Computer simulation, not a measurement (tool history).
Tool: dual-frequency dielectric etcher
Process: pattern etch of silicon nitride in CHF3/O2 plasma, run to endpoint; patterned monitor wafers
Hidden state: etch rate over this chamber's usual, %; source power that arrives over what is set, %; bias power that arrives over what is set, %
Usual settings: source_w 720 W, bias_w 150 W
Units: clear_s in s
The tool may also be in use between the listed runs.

run,hour,source_w,bias_w,wafers since the last listed run,hours since the last wet clean,hours since the last source power generator calibration,hours since the last bias power generator calibration,hours since the last upper electrode change,"incoming incoming film thickness, nm",clear_s
1,0.0,840,150,0,118.5,1262.8,610.3,2560.6,75.8,47.5
2,58.8,840,150,916,177.3,1321.6,669.1,2619.4,74.7,46.8
3,134.9,840,150,1186,253.4,1397.7,745.2,2695.5,74.7,46.4
4,184.4,650,150,771,302.9,1447.2,794.7,2745.0,75.3,53.3
5,264.6,650,150,1250,383.1,1527.4,874.9,2825.2,75.2,53.7
6,348.3,650,150,1304,466.8,1611.1,958.6,2908.9,75.1,53.2
7,386.1,720,150,589,504.6,1648.9,996.4,2946.7,75.4,50.0
8,431.9,720,150,713,550.4,1694.7,1042.2,2992.5,75.2,50.2
# hour 464.8: wet clean of the chamber
9,489.2,720,150,519,24.4,1752.0,1099.5,3049.8,76.0,51.9
10,581.4,720,150,1437,116.6,1844.2,1191.7,3142.0,75.5,50.9
11,641.5,610,140,936,176.7,1904.3,1251.8,3202.1,75.1,57.5
12,693.9,610,140,816,229.1,1956.7,1304.2,3254.5,75.6,57.0
# hour 921.5: upper electrode replaced
13,922.0,610,140,3181,457.2,2184.8,1532.3,0.5,75.2,56.1
14,999.1,720,150,1201,534.3,2261.9,1609.4,77.6,75.8,49.7
15,1044.0,880,170,699,579.2,2306.8,1654.3,122.5,75.3,42.2
# hour 1150.3: wet clean of the chamber
16,1150.8,780,150,1290,0.5,2413.6,1761.1,229.3,75.1,48.8
17,1204.2,720,150,832,53.9,2467.0,1814.5,282.7,76.0,51.7

Run 18 comes next. What will it give?
18,1293.6,860,150,1393,143.3,2556.4,1903.9,372.1,75.4,?

{"run 18": {"clear_s": 46.0}}
Without the tool's hidden state the same run would have given clear_s 46.9 s.
